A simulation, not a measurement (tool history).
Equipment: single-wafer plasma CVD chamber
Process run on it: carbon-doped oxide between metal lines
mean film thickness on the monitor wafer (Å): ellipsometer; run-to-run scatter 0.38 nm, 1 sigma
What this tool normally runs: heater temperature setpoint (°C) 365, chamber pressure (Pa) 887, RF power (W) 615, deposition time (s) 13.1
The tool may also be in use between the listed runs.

| run | hour | heater temperature setpoint (°C) | chamber pressure (Pa) | RF power (W) | deposition time (s) | wafers since the last listed run | hours since the last thermocouple change | hours since the last RF generator calibration | hours since the last manometer calibration | hours since the showerhead was replaced | hours since the gauge calibration | read-back reference wafer on the same gauge, thickness_nm | mean film thickness on the monitor wafer (Å) |
|---|---|---|---|---|---|---|---|---|---|---|---|---|---|
| 1 | 0 | 365 | 887 | 615 | 13.1 | 0 | 356.9 | 758.1 | 856.7 | 4318.7 | 862.2 | 81.84 | 778.4 |
| 2 | 43.6 | 365 | 887 | 615 | 13.1 | 1446 | 400.5 | 801.7 | 900.3 | 4362.3 | 905.8 | 81.945 | 770.63 |
| 3 | 103.4 | 365 | 1013 | 615 | 13.1 | 1984 | 460.3 | 861.5 | 960.1 | 4422.1 | 965.6 | 81.911 | 773.82 |
| 4 | 199.3 | 376 | 887 | 615 | 13.1 | 3182 | 556.2 | 957.4 | 1056 | 4518 | 1061.5 | 81.987 | 755.15 |
|  | 216.3 | showerhead replaced |
| 5 | 254.4 | 365 | 816 | 615 | 12.3 | 1562 | 611.3 | 1012.5 | 1111.1 | 38.1 | 1116.6 | 81.913 | 724.38 |
| 6 | 315 | 365 | 816 | 615 | 12.3 | 2010 | 671.9 | 1073.1 | 1171.7 | 98.7 | 1177.2 | 81.919 | 720.45 |
| 7 | 357.1 | 365 | 887 | 615 | 13.1 | 1396 | 714 | 1115.2 | 1213.8 | 140.8 | 1219.3 | 81.932 | 774.76 |
| 8 | 436.1 | 365 | 887 | 615 | 11.4 | 2621 | 793 | 1194.2 | 1292.8 | 219.8 | 1298.3 | 81.921 | 672.73 |
|  | 573.6 | thermocouple changed; heater temperature recalibrated |
| 9 | 704.2 | 365 | 991 | 700 | 13.1 | 8630 | 130.6 | 1462.3 | 1560.9 | 487.9 | 1566.4 | 81.917 | 814.06 |
| 10 | 802.1 | 365 | 991 | 700 | 13.1 | 3248 | 228.5 | 1560.2 | 1658.8 | 585.8 | 1664.3 | 81.891 | 809.59 |
| 11 | 864.5 | 357 | 1075 | 665 | 11 | 2070 | 290.9 | 1622.6 | 1721.2 | 648.2 | 1726.7 | 81.899 | 690.96 |
| 12 | 911 | 359 | 1039 | 510 | 15 | 1542 | 337.4 | 1669.1 | 1767.7 | 694.7 | 1773.2 | 81.908 | 856.02 |
| 13 | 986.3 | 375 | 887 | 575 | 11.8 | 2498 | 412.7 | 1744.4 | 1843 | 770 | 1848.5 | 81.795 | 672.97 |
| 14 | 1025.4 | 365 | 887 | 615 | 13.1 | 1297 | 451.8 | 1783.5 | 1882.1 | 809.1 | 1887.6 | 81.794 | 775.56 |
| 15 | 1108.2 | 365 | 887 | 615 | 13.1 | 2747 | 534.6 | 1866.3 | 1964.9 | 891.9 | 1970.4 | 81.88 | 776.68 |
| 16 | 1147.7 | 378 | 887 | 615 | 13.1 | 1310 | 574.1 | 1905.8 | 2004.4 | 931.4 | 2009.9 | 81.859 | 752.17 |
| 17 | 1255.1 | 365 | 887 | 615 | 11.3 | 3563 | 681.5 | 2013.2 | 2111.8 | 1038.8 | 2117.3 | 81.923 | 677.36 |
| 18 | 1337.6 | 365 | 981 | 550 | 13.1 | 2737 | 764 | 2095.7 | 2194.3 | 1121.3 | 2199.8 | 81.915 | 757.48 |
| 19 | 1444.1 | 355 | 887 | 565 | 13.1 | 3533 | 870.5 | 2202.2 | 2300.8 | 1227.8 | 2306.3 | 81.827 | 777.53 |
|  | 1491.5 | thermocouple changed; heater temperature recalibrated |
| 20 | 1499.9 | 359 | 1033 | 680 | 14.3 | 1586 | 8.4 | 2258 | 2356.6 | 1283.6 | 2362.1 | 81.901 | 884.1 |
|  | 1528.1 | gauge calibrated |
|  | 1563.9 | capacitance manometer re-zeroed and calibrated |
| 21 | 1578.6 | 360 | 753 | 565 | 11.7 | 2345 | 87.1 | 2336.7 | 14.7 | 1362.3 | 50.5 | 81.88 | 673.17 |
|  | 1623.6 | RF generator calibrated |
| 22 | 1655.1 | 350 | 887 | 660 | 13.1 | 2272 | 163.6 | 31.5 | 91.2 | 1438.8 | 127 | 81.977 | 818.73 |
| 23 | 1731.7 | 360 | 887 | 680 | 15.7 | 2541 | 240.2 | 108.1 | 167.8 | 1515.4 | 203.6 | 81.879 | 965.65 |
| 24 | 1829.4 | 376 | 735 | 720 | 15.5 | 3241 | 337.9 | 205.8 | 265.5 | 1613.1 | 301.3 | 81.975 | 927.99 |
| 25 | 1932.5 | 365 | 887 | 615 | 15.1 | 3420 | 441 | 308.9 | 368.6 | 1716.2 | 404.4 | 81.92 | 894.91 |
| 26 | 2015.5 | 373 | 887 | 710 | 11.2 | 2754 | 524 | 391.9 | 451.6 | 1799.2 | 487.4 | 81.836 | 679.38 |
| 27 | 2233.7 | 365 | 887 | 615 | 14.7 | 7240 | 742.2 | 610.1 | 669.8 | 2017.4 | 705.6 | 81.944 | 869.33 |
| 28 | 2337.7 | 365 | 887 | 615 | 15.1 | 3450 | 846.2 | 714.1 | 773.8 | 2121.4 | 809.6 | 81.891 | 886.98 |
| 29 | 2407.6 | 365 | 887 | 615 | 13.1 | 2319 | 916.1 | 784 | 843.7 | 2191.3 | 879.5 | 81.901 | 775.2 |

Take each entry between the runs: how does the hidden state at the last listed run before it differ from the hidden state at the first listed run after it?
After run 4, before run 5: showerhead replaced (hour 216.3)
  both runs share identical hidden conditions
After run 8, before run 9: thermocouple changed; heater temperature recalibrated (hour 573.6)
  both runs share identical hidden conditions
After run 19, before run 20: thermocouple changed; heater temperature recalibrated (hour 1491.5)
  both runs share identical hidden conditions
After run 20, before run 21: gauge calibrated (hour 1528.1); capacitance manometer re-zeroed and calibrated (hour 1563.9)
  both runs share identical hidden conditions
After run 21, before run 22: RF generator calibrated (hour 1623.6)
  both runs share identical hidden conditions
